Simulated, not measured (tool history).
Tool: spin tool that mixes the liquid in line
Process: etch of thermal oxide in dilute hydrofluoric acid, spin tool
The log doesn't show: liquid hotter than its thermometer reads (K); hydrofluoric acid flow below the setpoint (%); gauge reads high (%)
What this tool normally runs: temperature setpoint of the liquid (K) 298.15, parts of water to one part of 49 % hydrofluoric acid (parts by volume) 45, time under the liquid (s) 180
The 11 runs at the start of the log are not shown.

run      day  temperature setpoint of the liquid (K)  parts of water to one part of 49 % hydrofluoric acid (parts by volume)  time under the liquid (s)  wafers since the last listed run  hours since the thermometer was replaced  hours since the hydrofluoric acid flow meter was replaced  hours since the gauge calibration  read-back film thickness of the thermal oxide reference wafer, read on the same gauge (nm)  thickness taken off the thermal oxide on a monitor wafer (nm)
 12   33.196                                  294.15                                                                      30                        180                               555                                     493.3                                                     2041.2                             2838.4                                                                                       50.02                                                          26.53
 13   34.879                                  298.15                                                                      45                        180                               334                                     533.7                                                     2081.6                             2878.8                                                                                       50.00                                                          20.54
 14   38.596                                  294.65                                                                      30                        180                               738                                     622.9                                                     2170.8                             2968.0                                                                                       50.00                                                          27.28
      39.029  -- hydrofluoric acid flow meter replaced
 15   41.729                                  298.15                                                                      45                        180                               614                                     698.1                                                       64.8                             3043.2                                                                                       50.03                                                          21.00
 16   43.662                                  298.15                                                                      45                        180                               384                                     744.5                                                      111.2                             3089.6                                                                                       50.01                                                          20.91
 17   47.117                                  294.65                                                                      60                        245                               686                                     827.4                                                      194.1                             3172.5                                                                                       50.01                                                          18.06
 18   51.412                                  298.15                                                                      45                        180                               853                                     930.5                                                      297.2                             3275.6                                                                                       50.00                                                          21.00
 19   55.004                                  298.15                                                                      35                        115                               713                                    1016.7                                                      383.4                             3361.8                                                                                       50.00                                                          17.34
 20   58.558                                  296.65                                                                      45                        180                               706                                    1102.0                                                      468.7                             3447.1                                                                                       50.00                                                          19.60
 21   60.212                                  295.15                                                                      40                        180                               328                                    1141.7                                                      508.4                             3486.8                                                                                       49.99                                                          20.93
 22   63.183                                  299.65                                                                      30                        180                               590                                    1213.0                                                      579.7                             3558.1                                                                                       50.00                                                          33.95
      65.312  -- thermometer replaced
 23   65.671                                  298.15                                                                      25                        230                               486                                       8.6                                                      639.4                             3617.8                                                                                       50.01                                                          49.44
 24   68.446                                  298.15                                                                      45                        180                               551                                      75.2                                                      706.0                             3684.4                                                                                       50.01                                                          20.82
 25   71.300                                  298.15                                                                      45                        180                               567                                     143.7                                                      774.5                             3752.9                                                                                       49.98                                                          20.88
      75.267  -- gauge calibrated
 26   82.992                                  298.15                                                                      50                        180                              2323                                     424.3                                                     1055.1                              185.4                                                                                       50.02                                                          18.59
 27   86.146                                  301.15                                                                      65                        265                               626                                     500.0                                                     1130.8                              261.1                                                                                       50.00                                                          23.16
 28   89.921                                  298.15                                                                      45                        180                               750                                     590.6                                                     1221.4                              351.7                                                                                       49.99                                                          20.74
 29   93.900                                  295.15                                                                      55                        180                               790                                     686.1                                                     1316.9                              447.2                                                                                       49.99                                                          14.80
 30   96.004                                  298.15                                                                      60                         95                               418                                     736.6                                                     1367.4                              497.7                                                                                       50.00                                                           8.02
 31   98.671                                  294.65                                                                      50                        180                               529                                     800.6                                                     1431.4                              561.7                                                                                       49.99                                                          15.89
 32  100.654                                  301.65                                                                      55                        180                               394                                     848.2                                                     1479.0                              609.3                                                                                       50.01                                                          19.16
 33  103.062                                  298.15                                                                      35                        180                               478                                     906.0                                                     1536.8                              667.1                                                                                       49.99                                                          26.90
     109.325  -- thermometer replaced
 34  111.879                                  298.15                                                                      45                        180                              1743                                      61.3                                                     1748.4                              878.7                                                                                       50.00                                                          20.57
 35  115.104                                  293.65                                                                      45                        180                               640                                     138.7                                                     1825.8                              956.1                                                                                       50.01                                                          17.03

Below are 3 alternative next runs, each starting from the tool's condition after run 35. Predict each:
  A  115.125                                  298.15                                                                      45                        180                                 4                                     139.2                                                     1826.3                              956.6                                                                                           ?                                                              ?
  B  115.125                                  300.65                                                                      45                        180                                 4                                     139.2                                                     1826.3                              956.6                                                                                           ?                                                              ?
  C  115.125                                  294.15                                                                      45                        180                                 4                                     139.2                                                     1826.3                              956.6                                                                                           ?                                                              ?

run  read-back film thickness of the thermal oxide reference wafer, read on the same gauge (nm)  thickness taken off the thermal oxide on a monitor wafer (nm)
  A                                                                                       49.99                                                          20.58
  B                                                                                       49.99                                                          22.78
  C                                                                                       49.99                                                          17.42
Without the tool's hidden state the same runs would have given:
run  thickness taken off the thermal oxide on a monitor wafer (nm)
  A                                                          21.06
  B                                                          23.31
  C                                                          17.83
